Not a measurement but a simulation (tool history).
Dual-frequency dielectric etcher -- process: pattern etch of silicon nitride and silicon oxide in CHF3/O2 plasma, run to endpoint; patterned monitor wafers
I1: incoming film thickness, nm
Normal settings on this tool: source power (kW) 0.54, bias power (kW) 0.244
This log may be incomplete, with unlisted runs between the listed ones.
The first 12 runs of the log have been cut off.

{"hour": 551.2, "done": "wet clean of the chamber"}
{"run": 13, "hour": 557.9, "source power (kW)": 0.54, "bias power (kW)": 0.278, "I1": 228.5, "endpoint time (s)": 137.1}
{"hour": 562.1, "done": "source power generator calibrated"}
{"run": 14, "hour": 595.9, "source power (kW)": 0.54, "bias power (kW)": 0.244, "I1": 230.5, "endpoint time (s)": 145.6}
{"run": 15, "hour": 641.1, "source power (kW)": 0.54, "bias power (kW)": 0.244, "I1": 227.5, "endpoint time (s)": 145}
{"run": 16, "hour": 683.3, "source power (kW)": 0.54, "bias power (kW)": 0.205, "I1": 231.3, "endpoint time (s)": 155.2}
{"run": 17, "hour": 744.0, "source power (kW)": 0.54, "bias power (kW)": 0.244, "I1": 229.2, "endpoint time (s)": 147.5}
{"run": 18, "hour": 798.5, "source power (kW)": 0.54, "bias power (kW)": 0.267, "I1": 230.2, "endpoint time (s)": 143.4}
{"run": 19, "hour": 825.2, "source power (kW)": 0.64, "bias power (kW)": 0.278, "I1": 231, "endpoint time (s)": 130.8}
{"run": 20, "hour": 894.4, "source power (kW)": 0.44, "bias power (kW)": 0.244, "I1": 230.1, "endpoint time (s)": 163.6}
{"run": 21, "hour": 955.0, "source power (kW)": 0.46, "bias power (kW)": 0.294, "I1": 229.2, "endpoint time (s)": 150.9}
{"run": 22, "hour": 1004.4, "source power (kW)": 0.54, "bias power (kW)": 0.244, "I1": 229.6, "endpoint time (s)": 151.7}
{"hour": 1069.9, "done": "upper electrode replaced"}
{"hour": 1073.3, "done": "wet clean of the chamber"}
{"run": 23, "hour": 1073.8, "source power (kW)": 0.54, "bias power (kW)": 0.244, "I1": 227.7, "endpoint time (s)": 142.5}
{"run": 24, "hour": 1143.3, "source power (kW)": 0.54, "bias power (kW)": 0.244, "I1": 229.8, "endpoint time (s)": 144.8}
{"hour": 1191.7, "done": "bias power generator calibrated"}
{"run": 25, "hour": 1203.5, "source power (kW)": 0.48, "bias power (kW)": 0.244, "I1": 229, "endpoint time (s)": 154}
{"run": 26, "hour": 1308.6, "source power (kW)": 0.41, "bias power (kW)": 0.278, "I1": 227.9, "endpoint time (s)": 158.8}
{"run": 27, "hour": 1351.4, "source power (kW)": 0.54, "bias power (kW)": 0.274, "I1": 230.8, "endpoint time (s)": 140.3}
{"run": 28, "hour": 1385.0, "source power (kW)": 0.41, "bias power (kW)": 0.265, "I1": 228.4, "endpoint time (s)": 162.6}
{"run": 29, "hour": 1438.8, "source power (kW)": 0.64, "bias power (kW)": 0.305, "I1": 228.6, "endpoint time (s)": 123.5}
{"run": 30, "hour": 1497.0, "source power (kW)": 0.54, "bias power (kW)": 0.244, "I1": 226.8, "endpoint time (s)": 146.3}
{"run": 31, "hour": 1536.2, "source power (kW)": 0.54, "bias power (kW)": 0.221, "I1": 228.4, "endpoint time (s)": 154.9}
{"run": 32, "hour": 1591.0, "source power (kW)": 0.54, "bias power (kW)": 0.244, "I1": 227, "endpoint time (s)": 146.5}
{"run": 33, "hour": 1647.7, "source power (kW)": 0.54, "bias power (kW)": 0.244, "I1": 230.7, "endpoint time (s)": 151.2}
{"run": 34, "hour": 1705.1, "source power (kW)": 0.42, "bias power (kW)": 0.227, "I1": 228.2, "endpoint time (s)": 177.3}

Consider 5 possible next runs. They are alternatives, not a sequence: every one starts from the tool as it was left by run 34. What does each give?
{"run": "A", "hour": 1705.6, "source power (kW)": 0.54, "bias power (kW)": 0.244, "I1": 228.3, "endpoint time (s)": "?"}
{"run": "B", "hour": 1705.6, "source power (kW)": 0.54, "bias power (kW)": 0.292, "I1": 228.3, "endpoint time (s)": "?"}
{"run": "C", "hour": 1705.6, "source power (kW)": 0.68, "bias power (kW)": 0.285, "I1": 228.3, "endpoint time (s)": "?"}
{"run": "D", "hour": 1705.6, "source power (kW)": 0.61, "bias power (kW)": 0.244, "I1": 228.3, "endpoint time (s)": "?"}
{"run": "E", "hour": 1705.6, "source power (kW)": 0.54, "bias power (kW)": 0.196, "I1": 228.3, "endpoint time (s)": "?"}

run=A endpoint_time_(s)=149.6
run=B endpoint_time_(s)=139.6
run=C endpoint_time_(s)=126.9
run=D endpoint_time_(s)=141.4
run=E endpoint_time_(s)=162.4
What these runs would have given with no unlogged condition in the tool:
run=A endpoint_time_(s)=141.2
run=B endpoint_time_(s)=131.8
run=C endpoint_time_(s)=119.8
run=D endpoint_time_(s)=133.4
run=E endpoint_time_(s)=153.2
